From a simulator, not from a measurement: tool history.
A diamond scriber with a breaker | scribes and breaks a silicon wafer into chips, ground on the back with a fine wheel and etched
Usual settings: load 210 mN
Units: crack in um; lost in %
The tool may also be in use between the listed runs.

| run | hour | load | incoming depth of the damage left on the back of the incoming wafer, um | crack | lost |
|---|---|---|---|---|---|
| 1 | 0 | 210 | 0.57 | 7.52 | 6.94 |
| 2 | 26.3 | 210 | 0.64 | 7.59 | 7.13 |
| 3 | 49.4 | 241 | 0.76 | 8.14 | 4.49 |
| 4 | 65.8 | 210 | 0.35 | 7.62 | 7.29 |
| 5 | 87.8 | 210 | 0.31 | 7.73 | 7.55 |
| 6 | 114.8 | 210 | 0.68 | 7.75 | 7.2 |
|  | 124.1 | diamond tip replaced by a new one |
| 7 | 197.8 | 184 | 0.37 | 8.16 | 5.23 |
| 8 | 221.3 | 237 | 0.62 | 8.93 | 1.8 |
| 9 | 256.8 | 210 | 0.56 | 8.23 | 3.8 |
| 10 | 269.5 | 229 | 0.68 | 8.67 | 2.88 |
|  | 301.9 | load on the tip recalibrated |
| 11 | 302.4 | 152 | 0.67 | 7.45 | 7.87 |
| 12 | 335 | 210 | 0.54 | 8.71 | 3 |

Forecast run 13:
| 13 | 350.1 | 246 | 0.5 | ? | ? |

Run 13 gave crack 9.24 um, lost 1.37 %.
Without the tool's hidden state the same run would have given crack 10.82 um, lost 1.53 %.
